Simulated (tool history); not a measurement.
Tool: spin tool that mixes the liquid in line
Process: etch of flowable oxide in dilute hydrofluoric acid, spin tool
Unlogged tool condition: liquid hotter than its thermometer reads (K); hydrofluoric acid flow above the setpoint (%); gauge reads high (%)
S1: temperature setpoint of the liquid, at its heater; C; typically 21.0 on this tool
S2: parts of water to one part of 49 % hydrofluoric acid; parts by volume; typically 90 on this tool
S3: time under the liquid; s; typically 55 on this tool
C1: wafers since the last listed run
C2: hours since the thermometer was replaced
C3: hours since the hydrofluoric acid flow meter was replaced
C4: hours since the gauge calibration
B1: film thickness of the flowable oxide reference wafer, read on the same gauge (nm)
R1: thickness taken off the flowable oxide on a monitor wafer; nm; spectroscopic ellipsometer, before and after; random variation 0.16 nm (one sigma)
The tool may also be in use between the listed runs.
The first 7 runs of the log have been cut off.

run   hour    S1   S2  S3   C1      C2      C3     C4      B1     R1
  8  135.5  21.0   90  55  280  1270.6  1657.6  437.5  130.05  42.95
  9  152.1  21.0   90  40  293  1287.2  1674.2  454.1  129.98  31.42
 10  168.1  21.0   90  45  282  1303.2  1690.2  470.1  129.96  35.46
 11  185.4  21.0   90  45  305  1320.5  1707.5  487.4  130.00  35.47
 12  196.7  21.0   90  45  199  1331.8  1718.8  498.7  130.05  35.26
 13  212.7  18.5   90  55  282  1347.8  1734.8  514.7  130.00  39.11
 14  220.5  18.5   90  55  137  1355.6  1742.6  522.5  130.04  39.01
 15  237.5  21.0   90  70  300  1372.6  1759.6  539.5  129.99  55.27
     242.9  -- thermometer replaced
 16  250.1  21.0  105  55  204     7.2  1772.2  552.1  129.99  32.99
     262.3  -- hydrofluoric acid flow meter replaced
 17  262.8  18.5  120  35  206    19.9     0.5  564.8  130.00  15.07
 18  277.7  18.0   90  55  263    34.8    15.4  579.7  130.06  32.27
 19  291.1  21.0  125  85  236    48.2    28.8  593.1  130.00  39.17
     291.4  -- gauge calibrated
 20  307.1  24.0   90  40  282    64.2    44.8   15.7  129.99  29.87
 21  313.1  21.0   55  25  105    70.2    50.8   21.7  130.05  28.25
 22  326.7  17.0   45  25  240    83.8    64.4   35.3  130.01  29.50
 23  333.4  21.0  105  35  118    90.5    71.1   42.0  129.99  19.54
 24  343.4  21.0  120  45  176   100.5    81.1   52.0  129.96  21.68
 25  388.2  17.0  125  55  790   145.3   125.9   96.8  129.97  21.70
 26  400.6  18.0   90  55  218   157.7   138.3  109.2  130.02  32.45

Forecast run 27:
 27  407.7  23.5  55  55  125  164.8  145.4  116.3   ?   ?

{"run 27": {"B1": 130.0, "R1": 69.83}}
If the tool had no hidden condition, the same run with the same run-to-run variation would have returned R1 67.53 nm.

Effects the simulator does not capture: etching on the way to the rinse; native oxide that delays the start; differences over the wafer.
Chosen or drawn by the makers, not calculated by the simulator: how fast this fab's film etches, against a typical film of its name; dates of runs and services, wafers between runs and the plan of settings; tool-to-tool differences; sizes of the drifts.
